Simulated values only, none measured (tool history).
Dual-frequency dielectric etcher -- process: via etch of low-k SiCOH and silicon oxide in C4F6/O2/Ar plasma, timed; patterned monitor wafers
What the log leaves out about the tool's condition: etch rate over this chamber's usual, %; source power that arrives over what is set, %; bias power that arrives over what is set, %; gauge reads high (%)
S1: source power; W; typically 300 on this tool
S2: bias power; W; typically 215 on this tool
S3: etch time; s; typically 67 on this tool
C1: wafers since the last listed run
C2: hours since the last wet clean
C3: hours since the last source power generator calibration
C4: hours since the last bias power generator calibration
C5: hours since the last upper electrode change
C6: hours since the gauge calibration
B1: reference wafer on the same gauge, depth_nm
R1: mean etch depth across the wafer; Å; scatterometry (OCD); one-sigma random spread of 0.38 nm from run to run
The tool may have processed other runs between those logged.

run	hour	S1	S2	S3	C1	C2	C3	C4	C5	C6	B1	R1
1	0	300	215	67	0	222.5	5124.1	2972.8	4150.3	755.5	223	1891
2	54.3	300	215	67	600	276.8	5178.4	3027.1	4204.6	809.8	222.9	1884
3	127	300	215	67	804	349.5	5251.1	3099.8	4277.3	882.5	222.4	1882
# hour 166: wet clean of the chamber
4	203.5	300	215	67	580	37.5	5327.6	3176.3	4353.8	959	222	1878
5	246.6	300	215	67	476	80.6	5370.7	3219.4	4396.9	1002.1	221.7	1881
6	420.1	300	215	67	1918	254.1	5544.2	3392.9	4570.4	1175.6	220.5	1875
# hour 427.7: source power generator calibrated
# hour 497: wet clean of the chamber
7	497.5	300	215	67	546	0.5	69.8	3470.3	4647.8	1253	220	1859
# hour 522.5: gauge calibrated
8	527.9	300	215	67	336	30.9	100.2	3500.7	4678.2	5.4	224.2	1898
# hour 583: upper electrode replaced
9	583.5	300	215	67	349	86.5	155.8	3556.3	0.5	61	224.3	1898
10	618	220	189	55	381	121	190.3	3590.8	35	95.5	224.2	1341
11	683.1	330	215	73	719	186.1	255.4	3655.9	100.1	160.6	224.1	2124
12	782.9	300	215	67	1103	285.9	355.2	3755.7	199.9	260.4	224.1	1903

Estimate the outcome of run 13 from the log above:
# hour 868.5: wet clean of the chamber
13	874.7	300	215	67	749	6.2	447	3847.5	291.7	352.2	?	?

{"run 13": {"B1": 223.8, "R1": 1891}}
Minus the tool's unlogged condition, the same run would have read R1 1901 Å.

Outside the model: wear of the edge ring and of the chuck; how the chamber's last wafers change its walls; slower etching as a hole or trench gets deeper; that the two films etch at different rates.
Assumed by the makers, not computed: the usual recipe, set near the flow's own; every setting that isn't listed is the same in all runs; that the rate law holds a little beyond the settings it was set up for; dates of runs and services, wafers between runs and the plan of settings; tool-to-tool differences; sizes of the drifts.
